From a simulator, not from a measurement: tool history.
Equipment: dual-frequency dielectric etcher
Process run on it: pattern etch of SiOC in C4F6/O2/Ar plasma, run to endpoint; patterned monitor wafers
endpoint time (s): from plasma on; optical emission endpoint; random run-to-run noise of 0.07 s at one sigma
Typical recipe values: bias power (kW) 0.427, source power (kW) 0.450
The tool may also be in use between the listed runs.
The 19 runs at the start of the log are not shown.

run   hour  bias power (kW)  source power (kW)  wafers since the last listed run  hours since the last wet clean  hours since the last bias power generator calibration  hours since the last source power generator calibration  hours since the last upper electrode change  incoming incoming film thickness, nm  endpoint time (s)
     558.6  -- source power generator calibrated
 20  561.6            0.368              0.400                               331                           391.7                                                  553.9                                                      3.0                                        564.1                                 47.61               18.6
 21  582.7            0.427              0.450                               273                           412.8                                                  575.0                                                     24.1                                        585.2                                 47.94               17.4
 22  605.2            0.508              0.480                               291                           435.3                                                  597.5                                                     46.6                                        607.7                                 47.29               16.0
     634.9  -- wet clean of the chamber
 23  635.4            0.489              0.370                                80                             0.5                                                  627.7                                                     76.8                                        637.9                                 47.89               17.8
 24  661.4            0.495              0.500                               336                            26.5                                                  653.7                                                    102.8                                        663.9                                 47.31               15.3
 25  678.8            0.379              0.450                               225                            43.9                                                  671.1                                                    120.2                                        681.3                                 47.37               17.3
 26  708.1            0.456              0.390                               379                            73.2                                                  700.4                                                    149.5                                        710.6                                 48.28               18.0
 27  726.8            0.468              0.450                               242                            91.9                                                  719.1                                                    168.2                                        729.3                                 47.50               16.6
 28  754.3            0.427              0.450                               356                           119.4                                                  746.6                                                    195.7                                        756.8                                 47.59               16.9
 29  776.4            0.362              0.450                               286                           141.5                                                  768.7                                                    217.8                                        778.9                                 47.52               17.7
 30  872.6            0.366              0.500                              1245                           237.7                                                  864.9                                                    314.0                                        875.1                                 47.40               16.9
 31  902.0            0.499              0.490                               380                           267.1                                                  894.3                                                    343.4                                        904.5                                 47.69               15.9
 32  915.6            0.427              0.520                               176                           280.7                                                  907.9                                                    357.0                                        918.1                                 47.57               16.1
 33  950.8            0.427              0.450                               455                           315.9                                                  943.1                                                    392.2                                        953.3                                 47.87               17.2
 34  971.0            0.340              0.450                               261                           336.1                                                  963.3                                                    412.4                                        973.5                                 47.21               18.0

Each row is a separate what-if for the run after 34, all from the same tool condition, not one after another. Results?
  A  971.4            0.427              0.510                                 5                           336.5                                                  963.7                                                    412.8                                        973.9                                 47.73                  ?
  B  971.4            0.382              0.360                                 5                           336.5                                                  963.7                                                    412.8                                        973.9                                 47.73                  ?
  C  971.4            0.427              0.390                                 5                           336.5                                                  963.7                                                    412.8                                        973.9                                 47.73                  ?
  D  971.4            0.427              0.480                                 5                           336.5                                                  963.7                                                    412.8                                        973.9                                 47.73                  ?
  E  971.4            0.327              0.520                                 5                           336.5                                                  963.7                                                    412.8                                        973.9                                 47.73                  ?

run  endpoint time (s)
  A               16.5
  B               19.8
  C               18.6
  D               17.0
  E               17.4
With the hidden condition removed and each run's random variation left untouched, the same runs would have given:
run  endpoint time (s)
  A               16.1
  B               19.4
  C               18.2
  D               16.5
  E               16.9
